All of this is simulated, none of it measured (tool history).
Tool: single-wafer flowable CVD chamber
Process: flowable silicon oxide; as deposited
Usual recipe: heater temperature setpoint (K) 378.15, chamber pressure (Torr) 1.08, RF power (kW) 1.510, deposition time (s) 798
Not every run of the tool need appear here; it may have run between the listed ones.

run    hour  heater temperature setpoint (K)  chamber pressure (Torr)  RF power (kW)  deposition time (s)  wafers since the last listed run  hours since the last thermocouple change  hours since the last RF generator calibration  hours since the last manometer calibration  hours since the showerhead was replaced  hours since the gauge calibration  read-back reference wafer on the same gauge, thickness_nm  mean film thickness on the monitor wafer (angstrom)
  1     0.0                           378.15                     1.08          1.510                  760                                 0                                    1553.4                                          710.9                                      1999.0                                   3814.9                              124.5                                                    419.903                                              4621.69
  2    57.4                           378.15                     1.08          1.510                  760                               203                                    1610.8                                          768.3                                      2056.4                                   3872.3                              181.9                                                    419.864                                              4592.10
  3    96.4                           378.15                     1.08          1.745                  798                               138                                    1649.8                                          807.3                                      2095.4                                   3911.3                              220.9                                                    419.367                                              5080.97
  4   125.6                           378.15                     1.08          1.745                  798                               103                                    1679.0                                          836.5                                      2124.6                                   3940.5                              250.1                                                    419.920                                              5112.80
  5   256.4                           378.15                     1.08          1.510                  798                               464                                    1809.8                                          967.3                                      2255.4                                   4071.3                              380.9                                                    419.817                                              4806.95
  6   431.9                           378.15                     1.08          1.355                  798                               623                                    1985.3                                         1142.8                                      2430.9                                   4246.8                              556.4                                                    420.264                                              4540.39
  7   469.9                           385.15                     1.08          1.510                  798                               134                                    2023.3                                         1180.8                                      2468.9                                   4284.8                              594.4                                                    420.313                                              3674.79
      511.9  -- capacitance manometer re-zeroed and calibrated
  8   512.4                           385.15                     1.08          1.510                  798                               122                                    2065.8                                         1223.3                                         0.5                                   4327.3                              636.9                                                    420.642                                              3665.77
      537.1  -- showerhead replaced
  9   540.7                           385.15                     1.08          1.510                  798                                72                                    2094.1                                         1251.6                                        28.8                                      3.6                              665.2                                                    419.380                                              3672.83
 10   579.3                           378.15                     1.08          1.510                  764                               137                                    2132.7                                         1290.2                                        67.4                                     42.2                              703.8                                                    420.413                                              4538.12
      579.6  -- gauge calibrated
      594.8  -- RF generator calibrated
 11   634.8                           378.15                     1.08          1.510                  764                               168                                    2188.2                                           40.0                                       122.9                                     97.7                               55.2                                                    420.314                                              4634.61
 12   673.9                           378.15                     1.08          1.510                  764                               138                                    2227.3                                           79.1                                       162.0                                    136.8                               94.3                                                    420.045                                              4616.43
 13   716.1                           378.15                     1.14          1.510                  798                               149                                    2269.5                                          121.3                                       204.2                                    179.0                              136.5                                                    419.475                                              5077.46
 14   784.6                           378.15                     1.08          1.510                  673                               243                                    2338.0                                          189.8                                       272.7                                    247.5                              205.0                                                    419.854                                              4034.82
 15   854.6                           378.15                     1.08          1.510                  798                               248                                    2408.0                                          259.8                                       342.7                                    317.5                              275.0                                                    419.823                                              4742.28
 16   896.3                           378.15                     1.24          1.510                  798                               148                                    2449.7                                          301.5                                       384.4                                    359.2                              316.7                                                    419.706                                              5470.22
      930.7  -- thermocouple changed; heater temperature recalibrated
 17   947.0                           385.15                     1.34          1.235                  732                               151                                      16.3                                          352.2                                       435.1                                    409.9                              367.4                                                    419.527                                              3918.11
 18  1014.4                           366.15                     1.08          1.790                  926                               239                                      83.7                                          419.6                                       502.5                                    477.3                              434.8                                                    419.569                                              9559.78
 19  1062.2                           387.15                     1.26          1.510                  719                               169                                     131.5                                          467.4                                       550.3                                    525.1                              482.6                                                    420.490                                              3704.91
 20  1113.4                           386.15                     1.08          1.510                  798                               181                                     182.7                                          518.6                                       601.5                                    576.3                              533.8                                                    419.804                                              3659.59
 21  1180.9                           378.15                     1.08          1.510                  798                               239                                     250.2                                          586.1                                       669.0                                    643.8                              601.3                                                    419.781                                              4887.79
 22  1229.2                           378.15                     1.08          1.510                  798                               171                                     298.5                                          634.4                                       717.3                                    692.1                              649.6                                                    419.849                                              4887.60
 23  1288.4                           393.15                     1.08          1.510                  907                               210                                     357.7                                          693.6                                       776.5                                    751.3                              708.8                                                    419.320                                              3271.82
     1299.7  -- gauge calibrated
 24  1338.1                           374.15                     1.30          1.655                  798                               176                                     407.4                                          743.3                                       826.2                                    801.0                               38.4                                                    419.968                                              7132.02
 25  1380.2                           378.15                     0.85          1.605                  798                               149                                     449.5                                          785.4                                       868.3                                    843.1                               80.5                                                    419.801                                              3876.75
 26  1443.5                           378.15                     1.08          1.510                  948                               224                                     512.8                                          848.7                                       931.6                                    906.4                              143.8                                                    420.617                                              5739.30

Consider 3 possible next runs. They are alternatives, not a sequence: every one starts from the tool as it was left by run 26. What does each give?
  A  1444.1                           378.15                     1.08          1.510                  798                                 2                                     513.4                                          849.3                                       932.2                                    907.0                              144.4                                                          ?                                                    ?
  B  1444.1                           372.15                     0.90          1.765                  798                                 2                                     513.4                                          849.3                                       932.2                                    907.0                              144.4                                                          ?                                                    ?
  C  1444.1                           378.15                     1.08          1.385                  798                                 2                                     513.4                                          849.3                                       932.2                                    907.0                              144.4                                                          ?                                                    ?

run  read-back reference wafer on the same gauge, thickness_nm  mean film thickness on the monitor wafer (angstrom)
  A                                                    419.228                                              4849.92
  B                                                    419.228                                              5328.06
  C                                                    419.228                                              4671.00
What these runs would have given with no unlogged condition in the tool:
run  mean film thickness on the monitor wafer (angstrom)
  A                                              5023.25
  B                                              5482.91
  C                                              4837.93
